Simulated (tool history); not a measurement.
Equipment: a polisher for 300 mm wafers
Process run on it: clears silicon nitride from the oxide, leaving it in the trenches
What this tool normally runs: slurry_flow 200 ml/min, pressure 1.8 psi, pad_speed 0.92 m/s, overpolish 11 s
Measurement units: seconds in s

run	hour	slurry_flow	pressure	pad_speed	overpolish	wafers since the last listed run	wafers polished on this pad	hours since the slurry nozzle was cleaned	hours since the head pressure was calibrated	incoming thickness of the incoming film, nm	seconds
1	0.0	200	1.8	0.92	11	0	672	175.2	105.4	64.6	134.1
2	17.6	200	1.8	0.92	11	148	820	192.8	123.0	65.1	138.1
# hour 28.4: worn pad replaced by a new one
3	28.9	200	1.8	0.92	11	61	4	204.1	134.3	65.8	138.6
4	40.2	200	1.8	0.92	11	95	99	215.4	145.6	64.9	136.0
5	56.8	200	1.8	0.92	11	139	239	232.0	162.2	64.5	136.2
6	65.7	200	1.8	0.92	16	74	313	240.9	171.1	64.6	136.5
7	80.7	200	1.8	0.92	16	126	440	255.9	186.1	65.6	138.0
8	97.8	200	1.8	0.92	11	143	583	273.0	203.2	64.1	133.3
9	109.4	200	1.5	0.92	11	97	681	284.6	214.8	65.1	165.4
10	124.8	200	1.5	0.92	11	129	810	300.0	230.2	65.3	161.4
11	139.9	200	1.5	0.92	11	127	938	315.1	245.3	65.2	163.4
# hour 153.8: worn pad replaced by a new one
12	156.8	200	1.8	0.92	11	108	24	332.0	262.2	65.6	134.1
13	171.4	200	1.8	0.92	11	122	147	346.6	276.8	66.1	139.7
14	188.1	155	1.4	0.92	11	140	288	363.3	293.5	64.7	183.4
15	198.5	155	1.4	0.92	11	87	375	373.7	303.9	64.8	183.8
16	206.7	200	1.8	0.92	11	68	444	381.9	312.1	63.6	135.6
17	241.0	200	1.8	0.92	11	288	733	416.2	346.4	64.9	139.0
18	251.0	200	1.3	0.92	15	84	817	426.2	356.4	65.0	183.6
# hour 261.4: head pressure recalibrated
19	267.7	200	2.3	0.92	9	123	940	442.9	6.3	65.8	106.3
# hour 289.3: worn pad replaced by a new one
20	289.8	165	1.6	0.92	11	152	4	465.0	28.4	65.9	162.5
# hour 293.6: slurry nozzle cleaned
21	301.5	230	1.8	0.92	11	89	94	7.9	40.1	65.0	135.6
22	310.6	200	1.8	0.92	11	76	171	17.0	49.2	64.6	144.0
23	324.2	200	1.8	0.92	11	114	285	30.6	62.8	65.0	145.9
24	340.3	200	1.8	1.18	11	135	420	46.7	78.9	64.9	117.9
25	351.5	200	1.8	0.82	11	94	515	57.9	90.1	64.9	163.0
26	361.0	200	1.8	0.92	17	79	594	67.4	99.6	66.4	159.2
27	367.5	160	1.4	0.76	16	54	649	73.9	106.1	65.9	253.9
# hour 382.1: slurry nozzle cleaned, repeated, since the last time left the tool worse
28	385.2	200	1.3	0.92	5	140	790	3.1	123.8	65.2	179.1
# hour 410.1: worn pad replaced by a new one
29	418.3	235	2.0	1.18	16	244	69	36.2	156.9	65.1	93.9
30	429.4	235	1.6	0.92	11	93	162	47.3	168.0	64.5	141.0
31	445.8	200	1.8	0.92	11	137	300	63.7	184.4	65.5	133.0
32	452.5	200	2.3	1.08	11	56	356	70.4	191.1	65.4	89.7
33	466.3	265	1.8	0.92	11	116	473	84.2	204.9	65.3	127.6
34	483.6	200	1.4	0.92	18	145	618	101.5	222.2	63.6	163.8

For each run, what was the tool's unlogged condition?
removal rate lost through wear of the pad, %: 0 in every run
deviation of the head's pressure from its setpoint, %: 0 in every run
H1: slurry flow missing at the pad, %
run	H1
1	19.3
2	20.1
3	20.6
4	21.1
5	21.7
6	22
7	22.5
8	22.9
9	23.2
10	23.6
11	23.9
12	24.2
13	24.4
14	24.6
15	24.8
16	24.9
17	25.2
18	25.3
19	25.5
20	25.6
21	41.8
22	43.3
23	45.3
24	47.6
25	49
26	50.1
27	50.8
28	0.977
29	6.2
30	7.69
31	9.68
32	10.4
33	11.9
34	13.5
